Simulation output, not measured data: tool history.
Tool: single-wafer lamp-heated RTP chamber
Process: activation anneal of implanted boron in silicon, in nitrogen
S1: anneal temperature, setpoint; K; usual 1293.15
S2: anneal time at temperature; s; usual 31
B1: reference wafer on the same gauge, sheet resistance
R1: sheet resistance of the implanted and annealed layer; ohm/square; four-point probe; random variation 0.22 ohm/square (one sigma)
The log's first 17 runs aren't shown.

run	hour	S1	S2	B1	R1
# hour 1324.2: reflector plate cleaned
18	1486.2	1302.15	48	172.98	145.15
19	1564.4	1320.15	31	172.95	145.29
20	1638.2	1293.15	31	173.06	146.98
21	1720.1	1272.15	36	172.99	148.72
# hour 1782.2: pyrometer window cleaned and pyrometer calibrated
22	1803.4	1282.15	48	173.02	147.47
23	1849.3	1303.15	15	173.03	147.70
24	1912.2	1320.15	44	173.12	144.04
25	1960.9	1266.15	14	173.00	151.80
# hour 1986.6: reflector plate cleaned
26	2050.1	1267.15	23	173.00	149.80
27	2145.4	1293.15	31	173.04	146.70
28	2243.5	1293.15	31	173.02	146.61
29	2347.6	1305.15	39	172.95	145.23
# hour 2394.5: pyrometer window cleaned and pyrometer calibrated
30	2457.7	1293.15	31	172.94	148.00
# hour 2504.0: gauge calibrated
31	2533.1	1285.15	40	172.95	147.78
32	2607.1	1293.15	43	172.99	146.15

Run 33 comes next. What will it give?
# hour 2693.7: reflector plate cleaned
33	2712.9	1315.15	49	?	?

Run 33 gave B1 173.06, R1 144.26 ohm/square.
Without the tool's hidden state the same run would have given R1 144.89 ohm/square.
